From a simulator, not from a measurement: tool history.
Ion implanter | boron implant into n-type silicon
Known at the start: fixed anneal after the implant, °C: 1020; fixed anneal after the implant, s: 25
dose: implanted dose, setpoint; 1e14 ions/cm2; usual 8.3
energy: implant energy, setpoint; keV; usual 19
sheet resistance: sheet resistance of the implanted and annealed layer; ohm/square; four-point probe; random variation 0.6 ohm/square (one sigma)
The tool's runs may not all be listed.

run	hour	dose	energy	wafers since the last listed run	hours since the last dose calibration	hours since the extraction supply was calibrated	hours since the gauge calibration	read-back reference wafer on the same gauge, sheet resistance	sheet resistance
1	0	8.3	19	0	495.7	4004.9	380.5	118.95	141.3
2	35.7	8.3	19	767	531.4	4040.6	416.2	118.65	141.15
3	68.5	6.76	19	704	564.2	4073.4	449	119.04	170.67
4	93	6.76	19	526	588.7	4097.9	473.5	118.78	170.8
5	110.1	10.16	19	367	605.8	4115	490.6	119.1	119.28
6	142.9	10.16	19	704	638.6	4147.8	523.4	119.04	120.74
7	168.9	8.3	19	558	664.6	4173.8	549.4	118.94	143.61
8	187.9	8.3	19	408	683.6	4192.8	568.4	118.99	142.6
9	206.6	8.3	19	401	702.3	4211.5	587.1	118.94	142.91
10	234	8.3	19	588	729.7	4238.9	614.5	119.13	144.15
# hour 265.5: extraction supply calibrated
11	266	8.3	19	515	761.7	0.5	646.5	119.14	142.13
12	281.4	8.3	19	330	777.1	15.9	661.9	119.03	142.64
13	315.1	8.3	19	724	810.8	49.6	695.6	119.06	144.35
14	341.5	8.98	17.5	567	837.2	76	722	118.9	135.18
15	356.9	8.98	17.5	330	852.6	91.4	737.4	118.91	134.06
16	388.5	8.98	17.5	679	884.2	123	769	119.24	135.64
17	404	6.41	23	333	899.7	138.5	784.5	119.05	176.66
18	437.8	8.3	19	726	933.5	172.3	818.3	119.15	145.08
19	453.5	7.39	21.5	337	949.2	188	834	119	158.45

Run 20 comes next. What will it give?
# hour 456.3: gauge calibrated
# hour 462: Faraday cup replaced and dose calibrated
20	478.5	9.01	22	365	16.5	213	22.2	?	?

read-back reference wafer on the same gauge, sheet resistance: 119.04
sheet resistance: 122.3 ohm/square
Without the tool's hidden state the same run would have given sheet resistance 128.99 ohm/square.
